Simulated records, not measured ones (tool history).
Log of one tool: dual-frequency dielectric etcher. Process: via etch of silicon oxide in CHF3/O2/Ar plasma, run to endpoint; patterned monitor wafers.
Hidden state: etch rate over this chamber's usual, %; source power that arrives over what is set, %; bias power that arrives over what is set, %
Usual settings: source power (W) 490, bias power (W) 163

run	hour	source power (W)	bias power (W)	wafers since the last listed run	hours since the last wet clean	hours since the last source power generator calibration	hours since the last bias power generator calibration	hours since the last upper electrode change	incoming incoming film thickness, nm	endpoint time (s)
1	0.0	430	163	0	352.5	3173.5	4570.5	2277.5	585.5	309.2
2	15.6	490	163	48	368.1	3189.1	4586.1	2293.1	590.0	305.4
3	47.3	490	173	98	399.8	3220.8	4617.8	2324.8	588.9	300.7
4	74.1	490	163	83	426.6	3247.6	4644.6	2351.6	591.4	305.8
5	95.7	580	163	66	448.2	3269.2	4666.2	2373.2	584.7	285.1
# hour 127.3: upper electrode replaced
6	127.8	580	163	25	480.3	3301.3	4698.3	0.5	587.6	287.1
7	148.7	490	163	64	501.2	3322.2	4719.2	21.4	586.2	303.4
8	183.8	490	142	108	536.3	3357.3	4754.3	56.5	598.4	323.1
# hour 188.2: source power generator calibrated
9	214.8	400	129	83	567.3	26.6	4785.3	87.5	589.6	340.5
# hour 251.4: wet clean of the chamber
10	251.9	530	185	40	0.5	63.7	4822.4	124.6	595.2	288.2
# hour 274.3: bias power generator calibrated
11	274.8	610	138	58	23.4	86.6	0.5	147.5	591.3	293.5
12	286.2	490	163	35	34.8	98.0	11.9	158.9	587.0	306.6
13	301.4	490	189	47	50.0	113.2	27.1	174.1	588.0	288.4
14	331.6	490	204	93	80.2	143.4	57.3	204.3	589.9	282.5
15	365.0	490	163	103	113.6	176.8	90.7	237.7	594.3	303.8

4 ways to go on from here, each from the tool as it stands after run 15. What would each give?
A	365.5	490	163	1	114.1	177.3	91.2	238.2	590.5	?
B	365.5	400	135	1	114.1	177.3	91.2	238.2	590.5	?
C	365.5	600	181	1	114.1	177.3	91.2	238.2	590.5	?
D	365.5	540	146	1	114.1	177.3	91.2	238.2	590.5	?

run	endpoint time (s)
A	302.3
B	337.1
C	275.8
D	301.3
Without the tool's hidden state the same runs would have given:
run	endpoint time (s)
A	302.3
B	337.1
C	275.8
D	301.3

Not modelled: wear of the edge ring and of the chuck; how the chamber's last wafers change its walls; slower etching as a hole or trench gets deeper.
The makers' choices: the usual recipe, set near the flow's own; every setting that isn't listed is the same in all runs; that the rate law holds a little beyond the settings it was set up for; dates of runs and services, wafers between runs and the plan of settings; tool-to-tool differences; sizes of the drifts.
